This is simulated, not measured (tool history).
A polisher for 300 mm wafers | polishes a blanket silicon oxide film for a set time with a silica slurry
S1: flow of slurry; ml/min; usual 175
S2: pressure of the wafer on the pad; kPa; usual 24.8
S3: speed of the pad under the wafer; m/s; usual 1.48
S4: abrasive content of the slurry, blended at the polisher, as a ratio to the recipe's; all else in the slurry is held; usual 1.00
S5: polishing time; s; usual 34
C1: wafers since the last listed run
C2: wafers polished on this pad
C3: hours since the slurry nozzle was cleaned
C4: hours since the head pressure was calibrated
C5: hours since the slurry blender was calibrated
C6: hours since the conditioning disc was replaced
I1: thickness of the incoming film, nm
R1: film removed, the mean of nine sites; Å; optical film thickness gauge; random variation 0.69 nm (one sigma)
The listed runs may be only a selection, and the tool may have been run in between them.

{"run": 1, "day": 0.0, "S1": 200, "S2": 24.8, "S3": 1.18, "S4": 1.0, "S5": 34, "C1": 0, "C2": 1608, "C3": 582.8, "C4": 361.3, "C5": 187.2, "C6": 528.7, "I1": 1844.6, "R1": 772}
{"run": 2, "day": 1.662, "S1": 175, "S2": 24.8, "S3": 1.04, "S4": 1.0, "S5": 34, "C1": 591, "C2": 2200, "C3": 622.7, "C4": 401.2, "C5": 227.1, "C6": 568.6, "I1": 1906.2, "R1": 669}
{"run": 3, "day": 5.95, "S1": 175, "S2": 26.9, "S3": 0.98, "S4": 1.0, "S5": 34, "C1": 1526, "C2": 3727, "C3": 725.6, "C4": 504.1, "C5": 330.0, "C6": 671.5, "I1": 1872.9, "R1": 689}
{"day": 8.704, "done": "slurry nozzle cleaned"}
{"run": 4, "day": 8.967, "S1": 175, "S2": 24.8, "S3": 1.48, "S4": 1.0, "S5": 34, "C1": 1059, "C2": 4786, "C3": 6.3, "C4": 576.5, "C5": 402.4, "C6": 743.9, "I1": 1898.3, "R1": 925}
{"run": 5, "day": 10.733, "S1": 175, "S2": 21.4, "S3": 1.48, "S4": 1.0, "S5": 42, "C1": 629, "C2": 5416, "C3": 48.7, "C4": 618.9, "C5": 444.8, "C6": 786.3, "I1": 1885.3, "R1": 981}
{"day": 12.992, "done": "conditioning disc replaced and pad reconditioned"}
{"run": 6, "day": 13.092, "S1": 175, "S2": 29.6, "S3": 1.48, "S4": 1.0, "S5": 29, "C1": 810, "C2": 6226, "C3": 105.3, "C4": 675.5, "C5": 501.4, "C6": 2.4, "I1": 1899.1, "R1": 926}
{"run": 7, "day": 17.492, "S1": 175, "S2": 24.8, "S3": 1.48, "S4": 1.0, "S5": 34, "C1": 1566, "C2": 7792, "C3": 210.9, "C4": 781.1, "C5": 607.0, "C6": 108.0, "I1": 1867.9, "R1": 908}
{"day": 20.483, "done": "head pressure recalibrated"}
{"run": 8, "day": 21.267, "S1": 175, "S2": 17.2, "S3": 1.48, "S4": 1.0, "S5": 34, "C1": 1314, "C2": 9107, "C3": 301.5, "C4": 18.8, "C5": 697.6, "C6": 198.6, "I1": 1864.6, "R1": 620}
{"run": 9, "day": 24.054, "S1": 175, "S2": 30.3, "S3": 1.82, "S4": 1.0, "S5": 34, "C1": 992, "C2": 10099, "C3": 368.4, "C4": 85.7, "C5": 764.5, "C6": 265.5, "I1": 1885.6, "R1": 1274}
{"day": 26.171, "done": "slurry blender recalibrated"}
{"day": 31.054, "done": "worn pad replaced by a new one"}
{"run": 10, "day": 36.821, "S1": 175, "S2": 24.8, "S3": 1.48, "S4": 1.15, "S5": 34, "C1": 4456, "C2": 2053, "C3": 674.8, "C4": 392.1, "C5": 255.6, "C6": 571.9, "I1": 1863.3, "R1": 956}
{"run": 11, "day": 39.342, "S1": 150, "S2": 24.8, "S3": 1.48, "S4": 1.0, "S5": 34, "C1": 897, "C2": 2951, "C3": 735.3, "C4": 452.6, "C5": 316.1, "C6": 632.4, "I1": 1867.0, "R1": 858}
{"run": 12, "day": 41.058, "S1": 215, "S2": 24.8, "S3": 1.82, "S4": 1.0, "S5": 34, "C1": 611, "C2": 3562, "C3": 776.5, "C4": 493.8, "C5": 357.3, "C6": 673.6, "I1": 1871.0, "R1": 1076}
{"day": 42.462, "done": "slurry nozzle cleaned"}
{"run": 13, "day": 44.333, "S1": 175, "S2": 22.8, "S3": 1.48, "S4": 1.0, "S5": 34, "C1": 1151, "C2": 4714, "C3": 44.9, "C4": 572.4, "C5": 435.9, "C6": 752.2, "I1": 1895.3, "R1": 861}
{"run": 14, "day": 47.15, "S1": 175, "S2": 24.8, "S3": 1.82, "S4": 1.0, "S5": 34, "C1": 1002, "C2": 5717, "C3": 112.5, "C4": 640.0, "C5": 503.5, "C6": 819.8, "I1": 1900.8, "R1": 1073}
{"day": 48.896, "done": "conditioning disc replaced and pad reconditioned"}
{"run": 15, "day": 50.158, "S1": 175, "S2": 24.8, "S3": 1.48, "S4": 1.0, "S5": 34, "C1": 1041, "C2": 6758, "C3": 184.7, "C4": 712.2, "C5": 575.7, "C6": 30.3, "I1": 1873.0, "R1": 912}
{"day": 54.421, "done": "head pressure recalibrated"}
{"run": 16, "day": 54.558, "S1": 175, "S2": 24.8, "S3": 1.48, "S4": 1.0, "S5": 34, "C1": 1537, "C2": 8295, "C3": 290.3, "C4": 3.3, "C5": 681.3, "C6": 135.9, "I1": 1866.9, "R1": 895}
{"day": 56.0, "done": "slurry blender recalibrated"}
{"run": 17, "day": 58.338, "S1": 175, "S2": 24.8, "S3": 1.48, "S4": 1.0, "S5": 34, "C1": 1316, "C2": 9611, "C3": 381.0, "C4": 94.0, "C5": 56.1, "C6": 226.6, "I1": 1893.1, "R1": 883}
{"run": 18, "day": 59.996, "S1": 175, "S2": 24.8, "S3": 1.48, "S4": 1.0, "S5": 27, "C1": 590, "C2": 10202, "C3": 420.8, "C4": 133.8, "C5": 95.9, "C6": 266.4, "I1": 1874.7, "R1": 703}
{"day": 67.571, "done": "worn pad replaced by a new one"}
{"run": 19, "day": 72.292, "S1": 155, "S2": 24.8, "S3": 1.48, "S4": 1.15, "S5": 27, "C1": 4318, "C2": 1681, "C3": 715.9, "C4": 428.9, "C5": 391.0, "C6": 561.5, "I1": 1845.5, "R1": 749}
{"run": 20, "day": 75.129, "S1": 175, "S2": 24.8, "S3": 1.48, "S4": 0.8, "S5": 28, "C1": 1010, "C2": 2691, "C3": 784.0, "C4": 497.0, "C5": 459.1, "C6": 629.6, "I1": 1879.3, "R1": 652}
{"day": 78.317, "done": "slurry nozzle cleaned"}
{"run": 21, "day": 78.521, "S1": 215, "S2": 24.8, "S3": 1.82, "S4": 1.0, "S5": 34, "C1": 1192, "C2": 3884, "C3": 4.9, "C4": 578.4, "C5": 540.5, "C6": 711.0, "I1": 1890.5, "R1": 1142}
{"day": 80.3, "done": "conditioning disc replaced and pad reconditioned"}
{"day": 86.892, "done": "head pressure recalibrated"}
{"run": 22, "day": 90.225, "S1": 215, "S2": 24.8, "S3": 1.82, "S4": 1.0, "S5": 34, "C1": 4108, "C2": 7992, "C3": 285.8, "C4": 80.0, "C5": 821.4, "C6": 238.2, "I1": 1868.6, "R1": 1091}
{"day": 93.258, "done": "slurry blender recalibrated"}
{"run": 23, "day": 93.279, "S1": 210, "S2": 24.8, "S3": 1.34, "S4": 1.0, "S5": 34, "C1": 1057, "C2": 9050, "C3": 359.1, "C4": 153.3, "C5": 0.5, "C6": 311.5, "I1": 1887.3, "R1": 849}
{"run": 24, "day": 96.471, "S1": 175, "S2": 24.8, "S3": 2.0, "S4": 1.0, "S5": 34, "C1": 1136, "C2": 10187, "C3": 435.7, "C4": 229.9, "C5": 77.1, "C6": 388.1, "I1": 1870.5, "R1": 1128}

Branching from run 24: 5 alternative next runs. What would each branch give?
{"run": "A", "day": 96.488, "S1": 175, "S2": 24.8, "S3": 1.48, "S4": 1.0, "S5": 34, "C1": 5, "C2": 10192, "C3": 436.1, "C4": 230.3, "C5": 77.5, "C6": 388.5, "I1": 1867.1, "R1": "?"}
{"run": "B", "day": 96.488, "S1": 175, "S2": 24.8, "S3": 1.64, "S4": 1.0, "S5": 23, "C1": 5, "C2": 10192, "C3": 436.1, "C4": 230.3, "C5": 77.5, "C6": 388.5, "I1": 1867.1, "R1": "?"}
{"run": "C", "day": 96.488, "S1": 125, "S2": 29.0, "S3": 1.48, "S4": 1.15, "S5": 37, "C1": 5, "C2": 10192, "C3": 436.1, "C4": 230.3, "C5": 77.5, "C6": 388.5, "I1": 1867.1, "R1": "?"}
{"run": "D", "day": 96.488, "S1": 175, "S2": 24.8, "S3": 1.48, "S4": 1.0, "S5": 24, "C1": 5, "C2": 10192, "C3": 436.1, "C4": 230.3, "C5": 77.5, "C6": 388.5, "I1": 1867.1, "R1": "?"}
{"run": "E", "day": 96.488, "S1": 175, "S2": 17.9, "S3": 1.48, "S4": 1.15, "S5": 34, "C1": 5, "C2": 10192, "C3": 436.1, "C4": 230.3, "C5": 77.5, "C6": 388.5, "I1": 1867.1, "R1": "?"}

run=A R1=883
run=B R1=648
run=C R1=1122
run=D R1=623
run=E R1=681
With no hidden state in the tool, these same runs would have given:
run=A R1=966
run=B R1=709
run=C R1=1240
run=D R1=682
run=E R1=745
